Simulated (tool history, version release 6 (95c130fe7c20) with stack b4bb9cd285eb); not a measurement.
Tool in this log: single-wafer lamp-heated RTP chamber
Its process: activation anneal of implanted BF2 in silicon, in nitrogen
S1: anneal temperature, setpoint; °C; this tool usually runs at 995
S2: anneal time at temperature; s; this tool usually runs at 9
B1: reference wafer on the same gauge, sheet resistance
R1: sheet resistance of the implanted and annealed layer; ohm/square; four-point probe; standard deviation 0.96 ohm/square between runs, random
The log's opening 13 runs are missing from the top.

Run 14, day 42.629: usual settings; B1 765.73. Result: R1 649.68 ohm/square.
Run 15, day 46.354: usual settings but S2 7 s; B1 765.92. Result: R1 650.72 ohm/square.
Run 16, day 48.783: usual settings but S1 974 °C, S2 13 s; B1 766.21. Result: R1 656.34 ohm/square.
Run 17, day 50.621: usual settings; B1 765.89. Result: R1 649.3 ohm/square.
Run 18, day 52.567: usual settings but S1 965 °C, S2 12 s; B1 766.36. Result: R1 668.97 ohm/square.
At day 54.362: reflector plate cleaned.
Run 19, day 56.708: usual settings but S2 4 s; B1 766.68. Result: R1 652.3 ohm/square.
At day 59.354: pyrometer window cleaned and pyrometer calibrated.
At day 60.883: gauge calibrated.
Run 20, day 61.092: usual settings; B1 759.1. Result: R1 643.99 ohm/square.
Run 21, day 64.117: usual settings but S1 1012 °C, S2 13 s; B1 759.39. Result: R1 640.2 ohm/square.
Run 22, day 65.854: usual settings but S1 1016 °C, S2 12 s; B1 758.76. Result: R1 639.32 ohm/square.
Run 23, day 69.917: usual settings but S1 981 °C, S2 12 s; B1 759.53. Result: R1 648.72 ohm/square.
Run 24, day 73.254: usual settings but S1 1014 °C, S2 10 s; B1 759.65. Result: R1 642.32 ohm/square.
Run 25, day 77.279: usual settings but S1 987 °C, S2 4 s; B1 759.76. Result: R1 651.2 ohm/square.
Run 26, day 80.879: usual settings but S1 1020 °C, S2 14 s; B1 759.93. Result: R1 639.46 ohm/square.
At day 81.717: reflector plate cleaned.
Run 27, day 84.496: usual settings but S2 14 s; B1 759.6. Result: R1 645 ohm/square.
Run 28, day 88.788: usual settings; B1 760.23. Result: R1 644.17 ohm/square.
At day 90.254: pyrometer window cleaned and pyrometer calibrated.
Run 29, day 93.212: usual settings but S1 1014 °C, S2 5 s; B1 760.5. Result: R1 643.19 ohm/square.
Run 30, day 96.638: usual settings but S1 1018 °C, S2 7 s; B1 761.05. Result: R1 642.11 ohm/square.
Run 31, day 100.762: usual settings but S1 1005 °C, S2 12 s; B1 761.11. Result: R1 642.3 ohm/square.
Run 32, day 104.604: usual settings but S1 1024 °C, S2 12 s; B1 761.44. Result: R1 639.71 ohm/square.
Run 33, day 108.638: usual settings but S2 13 s; B1 761.61. Result: R1 645.62 ohm/square.
At day 110.125: reflector plate cleaned.
Run 34, day 110.804: usual settings but S1 1016 °C, S2 7 s; B1 761.24. Result: R1 644.22 ohm/square.
Run 35, day 112.5: usual settings but S2 11 s; B1 761.62. Result: R1 645.05 ohm/square.

5 ways to go on from here, each from the tool as it stands after run 35. What would each give?
Run A, day 112.517: usual settings but S1 1025 °C; B1 ?. Result: R1 ?.
Run B, day 112.517: usual settings but S1 965 °C; B1 ?. Result: R1 ?.
Run C, day 112.517: usual settings but S1 987 °C, S2 6 s; B1 ?. Result: R1 ?.
Run D, day 112.517: usual settings but S1 1007 °C, S2 13 s; B1 ?. Result: R1 ?.
Run E, day 112.517: usual settings but S1 987 °C; B1 ?. Result: R1 ?.

run      B1      R1
  A  761.42  642.56
  B  761.42  666.92
  C  761.42  650.89
  D  761.42  642.53
  E  761.42  649.18
Stripped of hidden state, with their random variation kept, the same runs would have yielded:
run      R1
  A   639.5
  B  663.75
  C   647.8
  D  639.48
  E   646.1
